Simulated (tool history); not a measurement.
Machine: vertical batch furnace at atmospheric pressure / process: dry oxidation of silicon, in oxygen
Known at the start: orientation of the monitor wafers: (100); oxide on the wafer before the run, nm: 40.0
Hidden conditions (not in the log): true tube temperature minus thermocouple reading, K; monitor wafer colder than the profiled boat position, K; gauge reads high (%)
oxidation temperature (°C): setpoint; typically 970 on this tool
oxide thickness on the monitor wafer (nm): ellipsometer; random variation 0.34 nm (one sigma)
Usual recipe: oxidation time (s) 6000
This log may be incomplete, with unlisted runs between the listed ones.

run	hour	oxidation temperature (°C)	oxidation time (s)	wafers since the last listed run	hours since the last temperature calibration	hours since the boat lift was adjusted	hours since the gauge calibration	read-back reference wafer on the same gauge, thickness	oxide thickness on the monitor wafer (nm)
1	0	970	7950	0	978.3	1422	754.7	68.49	83.09
2	53.2	970	7950	775	1031.5	1475.2	807.9	68.65	83.01
3	116.5	970	8280	922	1094.8	1538.5	871.2	68.66	84.79
4	170.1	970	8280	781	1148.4	1592.1	924.8	68.7	83.84
5	231	970	6000	887	1209.3	1653	985.7	68.6	72.99
6	266	962	6000	510	1244.3	1688	1020.7	68.63	70.4
7	297.4	982	3840	457	1275.7	1719.4	1052.1	68.63	63.95
8	360.1	982	3840	913	1338.4	1782.1	1114.8	68.65	64.05
9	474.6	970	6000	1668	1452.9	1896.6	1229.3	68.51	72.17
10	539.3	970	6000	942	1517.6	1961.3	1294	68.53	73.11
11	609.4	970	6000	1021	1587.7	2031.4	1364.1	68.69	73.45
12	656.4	970	6000	684	1634.7	2078.4	1411.1	68.61	73.07
13	723.7	970	6000	980	1702	2145.7	1478.4	68.48	72.83
14	921.5	970	6000	2882	1899.8	2343.5	1676.2	68.46	73.33
15	952.9	970	6000	457	1931.2	2374.9	1707.6	68.7	72.66
16	1015	984	6000	904	1993.3	2437	1769.7	68.52	78.42
# hour 1041.9: thermocouples replaced and temperature profile calibrated
17	1051.6	984	6000	183	9.7	2473.6	1806.3	68.63	77.48
18	1077.3	984	6000	374	35.4	2499.3	1832	68.55	77.08
19	1113.5	951	7440	527	71.6	2535.5	1868.2	68.56	73.17
20	1167.6	962	6000	788	125.7	2589.6	1922.3	68.81	70.77
21	1221.1	970	7170	779	179.2	2643.1	1975.8	68.55	78.55
22	1277.7	962	4020	824	235.8	2699.7	2032.4	68.53	60.47
23	1334.1	970	4620	821	292.2	2756.1	2088.8	68.48	65.55
# hour 1346.1: gauge calibrated
24	1364.8	948	4800	447	322.9	2786.8	18.7	68.7	61.09
# hour 1572: boat lift adjusted
25	1572.5	954	4380	2676	530.6	0.5	226.4	68.65	60.64
26	1597.7	970	6000	367	555.8	25.7	251.6	68.55	72.85
27	1651.1	970	6000	778	609.2	79.1	305	68.61	73.15
28	1700.6	970	4170	721	658.7	128.6	354.5	68.64	62.91
29	1734.3	993	4470	491	692.4	162.3	388.2	68.52	71.62
30	1803.2	952	7320	1004	761.3	231.2	457.1	68.62	72.9
31	1852.7	970	6000	721	810.8	280.7	506.6	68.42	72.61
32	1877.8	970	6000	365	835.9	305.8	531.7	68.62	72.31
33	1911.4	970	8700	489	869.5	339.4	565.3	68.67	86.98
34	1983.2	958	7320	1046	941.3	411.2	637.1	68.54	74.89
35	2011.8	981	7920	416	969.9	439.8	665.7	68.53	87.03
36	2058.4	952	7320	679	1016.5	486.4	712.3	68.7	72.77
37	2082.8	950	3750	355	1040.9	510.8	736.7	68.65	56.73

State the hidden condition of the tool at each of the runs:
true tube temperature minus thermocouple reading, K: 0 in every run
monitor wafer colder than the profiled boat position, K: 0 in every run
gauge reads high (%): 0 in every run

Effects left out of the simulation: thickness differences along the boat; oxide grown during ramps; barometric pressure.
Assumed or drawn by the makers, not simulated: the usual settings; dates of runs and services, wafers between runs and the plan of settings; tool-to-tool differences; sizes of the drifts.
